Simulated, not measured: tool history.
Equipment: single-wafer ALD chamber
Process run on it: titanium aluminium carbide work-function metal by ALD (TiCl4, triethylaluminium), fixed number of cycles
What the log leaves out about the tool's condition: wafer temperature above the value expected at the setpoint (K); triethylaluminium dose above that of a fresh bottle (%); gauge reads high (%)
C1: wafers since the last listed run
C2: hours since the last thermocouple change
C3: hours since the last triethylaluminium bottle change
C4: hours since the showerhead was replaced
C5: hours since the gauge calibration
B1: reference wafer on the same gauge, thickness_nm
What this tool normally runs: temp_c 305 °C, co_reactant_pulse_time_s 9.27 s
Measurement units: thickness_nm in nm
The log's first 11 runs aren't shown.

{"hour": 761.0, "done": "thermocouple changed; heater temperature recalibrated"}
{"run": 12, "hour": 800.4, "temp_c": 305, "co_reactant_pulse_time_s": 9.27, "C1": 1637, "C2": 39.4, "C3": 1318.6, "C4": 2457.9, "C5": 2293.8, "B1": 2.151, "thickness_nm": 2.239}
{"run": 13, "hour": 867.7, "temp_c": 305, "co_reactant_pulse_time_s": 9.27, "C1": 1123, "C2": 106.7, "C3": 1385.9, "C4": 2525.2, "C5": 2361.1, "B1": 2.15, "thickness_nm": 2.231}
{"run": 14, "hour": 905.6, "temp_c": 305, "co_reactant_pulse_time_s": 9.27, "C1": 632, "C2": 144.6, "C3": 1423.8, "C4": 2563.1, "C5": 2399, "B1": 2.151, "thickness_nm": 2.219}
{"hour": 927.1, "done": "showerhead replaced, of another model than before"}
{"run": 15, "hour": 999.4, "temp_c": 305, "co_reactant_pulse_time_s": 9.27, "C1": 1431, "C2": 238.4, "C3": 1517.6, "C4": 72.3, "C5": 2492.8, "B1": 2.149, "thickness_nm": 2.22}
{"hour": 1016.9, "done": "triethylaluminium bottle replaced"}
{"run": 16, "hour": 1079.3, "temp_c": 318, "co_reactant_pulse_time_s": 12.76, "C1": 1199, "C2": 318.3, "C3": 62.4, "C4": 152.2, "C5": 2572.7, "B1": 2.15, "thickness_nm": 2.403}
{"run": 17, "hour": 1136.7, "temp_c": 305, "co_reactant_pulse_time_s": 9.27, "C1": 957, "C2": 375.7, "C3": 119.8, "C4": 209.6, "C5": 2630.1, "B1": 2.148, "thickness_nm": 2.229}
{"hour": 1181.4, "done": "gauge calibrated"}
{"run": 18, "hour": 1244.7, "temp_c": 305, "co_reactant_pulse_time_s": 9.27, "C1": 1802, "C2": 483.7, "C3": 227.8, "C4": 317.6, "C5": 63.3, "B1": 2.153, "thickness_nm": 2.223}
{"run": 19, "hour": 1320.1, "temp_c": 314, "co_reactant_pulse_time_s": 9.27, "C1": 1258, "C2": 559.1, "C3": 303.2, "C4": 393, "C5": 138.7, "B1": 2.149, "thickness_nm": 2.308}
{"run": 20, "hour": 1365.4, "temp_c": 319, "co_reactant_pulse_time_s": 6.65, "C1": 755, "C2": 604.4, "C3": 348.5, "C4": 438.3, "C5": 184, "B1": 2.15, "thickness_nm": 2.294}
{"run": 21, "hour": 1426.2, "temp_c": 305, "co_reactant_pulse_time_s": 9.27, "C1": 1014, "C2": 665.2, "C3": 409.3, "C4": 499.1, "C5": 244.8, "B1": 2.151, "thickness_nm": 2.222}
{"run": 22, "hour": 1518.8, "temp_c": 301, "co_reactant_pulse_time_s": 11.72, "C1": 1545, "C2": 757.8, "C3": 501.9, "C4": 591.7, "C5": 337.4, "B1": 2.148, "thickness_nm": 2.214}
{"run": 23, "hour": 1565.5, "temp_c": 305, "co_reactant_pulse_time_s": 9.27, "C1": 779, "C2": 804.5, "C3": 548.6, "C4": 638.4, "C5": 384.1, "B1": 2.152, "thickness_nm": 2.22}
{"run": 24, "hour": 1635.8, "temp_c": 290, "co_reactant_pulse_time_s": 11.72, "C1": 1173, "C2": 874.8, "C3": 618.9, "C4": 708.7, "C5": 454.4, "B1": 2.151, "thickness_nm": 2.096}
{"run": 25, "hour": 1714.3, "temp_c": 311, "co_reactant_pulse_time_s": 5.84, "C1": 1310, "C2": 953.3, "C3": 697.4, "C4": 787.2, "C5": 532.9, "B1": 2.151, "thickness_nm": 2.218}
{"run": 26, "hour": 1753.5, "temp_c": 300, "co_reactant_pulse_time_s": 10.99, "C1": 654, "C2": 992.5, "C3": 736.6, "C4": 826.4, "C5": 572.1, "B1": 2.151, "thickness_nm": 2.182}
{"run": 27, "hour": 1852.5, "temp_c": 315, "co_reactant_pulse_time_s": 7.53, "C1": 1652, "C2": 1091.5, "C3": 835.6, "C4": 925.4, "C5": 671.1, "B1": 2.151, "thickness_nm": 2.289}
{"run": 28, "hour": 1935.3, "temp_c": 316, "co_reactant_pulse_time_s": 9.27, "C1": 1381, "C2": 1174.3, "C3": 918.4, "C4": 1008.2, "C5": 753.9, "B1": 2.148, "thickness_nm": 2.324}
{"run": 29, "hour": 2023.7, "temp_c": 319, "co_reactant_pulse_time_s": 6.06, "C1": 1475, "C2": 1262.7, "C3": 1006.8, "C4": 1096.6, "C5": 842.3, "B1": 2.149, "thickness_nm": 2.295}
{"run": 30, "hour": 2100.0, "temp_c": 299, "co_reactant_pulse_time_s": 9.27, "C1": 1273, "C2": 1339, "C3": 1083.1, "C4": 1172.9, "C5": 918.6, "B1": 2.15, "thickness_nm": 2.136}
{"run": 31, "hour": 2186.4, "temp_c": 316, "co_reactant_pulse_time_s": 12.59, "C1": 1441, "C2": 1425.4, "C3": 1169.5, "C4": 1259.3, "C5": 1005, "B1": 2.151, "thickness_nm": 2.356}
{"run": 32, "hour": 2234.1, "temp_c": 311, "co_reactant_pulse_time_s": 12.26, "C1": 796, "C2": 1473.1, "C3": 1217.2, "C4": 1307, "C5": 1052.7, "B1": 2.151, "thickness_nm": 2.293}

5 ways to go on from here, each from the tool as it stands after run 32. What would each give?
{"run": "A", "hour": 2234.5, "temp_c": 305, "co_reactant_pulse_time_s": 6.81, "C1": 6, "C2": 1473.5, "C3": 1217.6, "C4": 1307.4, "C5": 1053.1, "B1": "?", "thickness_nm": "?"}
{"run": "B", "hour": 2234.5, "temp_c": 298, "co_reactant_pulse_time_s": 5.88, "C1": 6, "C2": 1473.5, "C3": 1217.6, "C4": 1307.4, "C5": 1053.1, "B1": "?", "thickness_nm": "?"}
{"run": "C", "hour": 2234.5, "temp_c": 297, "co_reactant_pulse_time_s": 10.52, "C1": 6, "C2": 1473.5, "C3": 1217.6, "C4": 1307.4, "C5": 1053.1, "B1": "?", "thickness_nm": "?"}
{"run": "D", "hour": 2234.5, "temp_c": 315, "co_reactant_pulse_time_s": 10.58, "C1": 6, "C2": 1473.5, "C3": 1217.6, "C4": 1307.4, "C5": 1053.1, "B1": "?", "thickness_nm": "?"}
{"run": "E", "hour": 2234.5, "temp_c": 295, "co_reactant_pulse_time_s": 12.89, "C1": 6, "C2": 1473.5, "C3": 1217.6, "C4": 1307.4, "C5": 1053.1, "B1": "?", "thickness_nm": "?"}

run=A B1=2.149 thickness_nm=2.149
run=B B1=2.149 thickness_nm=2.057
run=C B1=2.149 thickness_nm=2.131
run=D B1=2.149 thickness_nm=2.318
run=E B1=2.149 thickness_nm=2.134
Without the tool's unlogged condition, the same runs would have read:
run=A thickness_nm=2.182
run=B thickness_nm=2.089
run=C thickness_nm=2.165
run=D thickness_nm=2.353
run=E thickness_nm=2.168

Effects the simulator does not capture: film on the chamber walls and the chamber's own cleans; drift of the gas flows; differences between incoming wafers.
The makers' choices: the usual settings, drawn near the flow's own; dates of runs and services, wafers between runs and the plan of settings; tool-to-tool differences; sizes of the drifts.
